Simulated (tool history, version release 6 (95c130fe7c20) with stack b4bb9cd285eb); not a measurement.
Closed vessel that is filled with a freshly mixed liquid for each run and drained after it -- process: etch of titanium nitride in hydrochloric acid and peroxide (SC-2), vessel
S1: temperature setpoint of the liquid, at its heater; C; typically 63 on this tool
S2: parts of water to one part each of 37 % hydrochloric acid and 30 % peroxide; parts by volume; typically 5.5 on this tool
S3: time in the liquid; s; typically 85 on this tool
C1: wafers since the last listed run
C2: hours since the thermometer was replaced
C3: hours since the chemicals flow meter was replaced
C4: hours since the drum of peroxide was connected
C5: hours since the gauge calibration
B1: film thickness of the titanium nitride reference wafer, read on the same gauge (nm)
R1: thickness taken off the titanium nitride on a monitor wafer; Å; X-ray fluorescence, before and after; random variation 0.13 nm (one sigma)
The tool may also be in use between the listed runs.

Run 1, hour 0: usual settings but S3 60 s; C1 0; C2 1955.1; C3 1488.7; C4 173.7; C5 260.3; B1 99.98. Result: R1 91.9 Å.
At hour 34.6: chemicals flow meter replaced.
Run 2, hour 35.9: usual settings but S3 60 s; C1 4034; C2 1991; C3 1.3; C4 209.6; C5 296.2; B1 99.99. Result: R1 100.3 Å.
Run 3, hour 71.7: usual settings but S3 115 s; C1 4139; C2 2026.8; C3 37.1; C4 245.4; C5 332; B1 100. Result: R1 192.7 Å.
Run 4, hour 101.5: usual settings; C1 3445; C2 2056.6; C3 66.9; C4 275.2; C5 361.8; B1 99.97. Result: R1 142.2 Å.
Run 5, hour 128.1: usual settings; C1 3075; C2 2083.2; C3 93.5; C4 301.8; C5 388.4; B1 99.99. Result: R1 142.6 Å.
Run 6, hour 161.1: usual settings; C1 3815; C2 2116.2; C3 126.5; C4 334.8; C5 421.4; B1 99.99. Result: R1 141.2 Å.
Run 7, hour 182.8: usual settings; C1 2508; C2 2137.9; C3 148.2; C4 356.5; C5 443.1; B1 100. Result: R1 142.1 Å.
Run 8, hour 209.3: usual settings; C1 3063; C2 2164.4; C3 174.7; C4 383; C5 469.6; B1 99.99. Result: R1 143.6 Å.
Run 9, hour 243.9: usual settings but S1 69.5 C; C1 4000; C2 2199; C3 209.3; C4 417.6; C5 504.2; B1 100. Result: R1 206.2 Å.
Run 10, hour 263.3: usual settings but S1 72 C, S2 7.5 parts by volume; C1 2242; C2 2218.4; C3 228.7; C4 437; C5 523.6; B1 100.01. Result: R1 190.2 Å.
Run 11, hour 286.6: usual settings; C1 2693; C2 2241.7; C3 252; C4 460.3; C5 546.9; B1 100. Result: R1 139.5 Å.
Run 12, hour 306.4: usual settings but S1 57 C, S3 110 s; C1 2289; C2 2261.5; C3 271.8; C4 480.1; C5 566.7; B1 100. Result: R1 125.3 Å.
Run 13, hour 318.9: usual settings but S1 54.5 C, S2 4.5 parts by volume; C1 1445; C2 2274; C3 284.3; C4 492.6; C5 579.2; B1 99.99. Result: R1 95.1 Å.
Run 14, hour 336: usual settings but S1 72 C, S3 40 s; C1 1977; C2 2291.1; C3 301.4; C4 509.7; C5 596.3; B1 100.01. Result: R1 114.1 Å.
At hour 339.6: thermometer replaced.
Run 15, hour 402.2: usual settings but S1 67.5 C, S2 4.5 parts by volume; C1 7538; C2 62.6; C3 367.6; C4 575.9; C5 662.5; B1 100.02. Result: R1 214.6 Å.
Run 16, hour 417.8: usual settings; C1 1803; C2 78.2; C3 383.2; C4 591.5; C5 678.1; B1 100.01. Result: R1 138.3 Å.
At hour 426.3: gauge calibrated.
Run 17, hour 449.3: usual settings; C1 3641; C2 109.7; C3 414.7; C4 623; C5 23; B1 99.98. Result: R1 142.4 Å.
At hour 452.6: new drum of peroxide connected.
Run 18, hour 470.2: usual settings; C1 2300; C2 130.6; C3 435.6; C4 17.6; C5 43.9; B1 100. Result: R1 138.6 Å.
Run 19, hour 486.4: usual settings but S1 72 C, S2 7.5 parts by volume; C1 1872; C2 146.8; C3 451.8; C4 33.8; C5 60.1; B1 100. Result: R1 186.1 Å.
Run 20, hour 498.7: usual settings; C1 1422; C2 159.1; C3 464.1; C4 46.1; C5 72.4; B1 100. Result: R1 139.1 Å.
Run 21, hour 515.4: usual settings but S3 50 s; C1 1930; C2 175.8; C3 480.8; C4 62.8; C5 89.1; B1 99.98. Result: R1 81.2 Å.
Run 22, hour 542.1: usual settings but S2 4 parts by volume, S3 65 s; C1 3086; C2 202.5; C3 507.5; C4 89.5; C5 115.8; B1 100. Result: R1 132.6 Å.
Run 23, hour 556.4: usual settings but S1 55.5 C, S3 125 s; C1 1653; C2 216.8; C3 521.8; C4 103.8; C5 130.1; B1 99.98. Result: R1 127.3 Å.
Run 24, hour 582.7: usual settings but S1 55.5 C; C1 3040; C2 243.1; C3 548.1; C4 130.1; C5 156.4; B1 99.99. Result: R1 86.3 Å.
Run 25, hour 601.9: usual settings but S3 60 s; C1 2219; C2 262.3; C3 567.3; C4 149.3; C5 175.6; B1 100.01. Result: R1 98.3 Å.
Run 26, hour 621.4: usual settings but S1 57 C, S2 7.5 parts by volume, S3 105 s; C1 2254; C2 281.8; C3 586.8; C4 168.8; C5 195.1; B1 99.99. Result: R1 91.4 Å.
Run 27, hour 647.8: usual settings but S2 6.5 parts by volume; C1 3052; C2 308.2; C3 613.2; C4 195.2; C5 221.5; B1 100. Result: R1 121.1 Å.
Run 28, hour 677.3: usual settings; C1 3410; C2 337.7; C3 642.7; C4 224.7; C5 251; B1 100. Result: R1 136.9 Å.
Run 29, hour 693.9: usual settings but S1 53.5 C, S2 7 parts by volume, S3 125 s; C1 1919; C2 354.3; C3 659.3; C4 241.3; C5 267.6; B1 100. Result: R1 90.3 Å.

Forecast each of these 4 alternatives for the next run:
Run A, hour 694.6: usual settings; C1 80; C2 355; C3 660; C4 242; C5 268.3; B1 ?. Result: R1 ?.
Run B, hour 694.6: usual settings but S1 70 C; C1 80; C2 355; C3 660; C4 242; C5 268.3; B1 ?. Result: R1 ?.
Run C, hour 694.6: usual settings but S1 67.5 C, S3 55 s; C1 80; C2 355; C3 660; C4 242; C5 268.3; B1 ?. Result: R1 ?.
Run D, hour 694.6: usual settings but S1 71 C, S2 7 parts by volume; C1 80; C2 355; C3 660; C4 242; C5 268.3; B1 ?. Result: R1 ?.

run     B1     R1
  A  99.98    137
  B  99.98    209
  C  99.98  116.5
  D  99.98  184.1
Without the tool's hidden state the same runs would have given:
run     R1
  A  144.4
  B  220.4
  C  122.9
  D  194.8
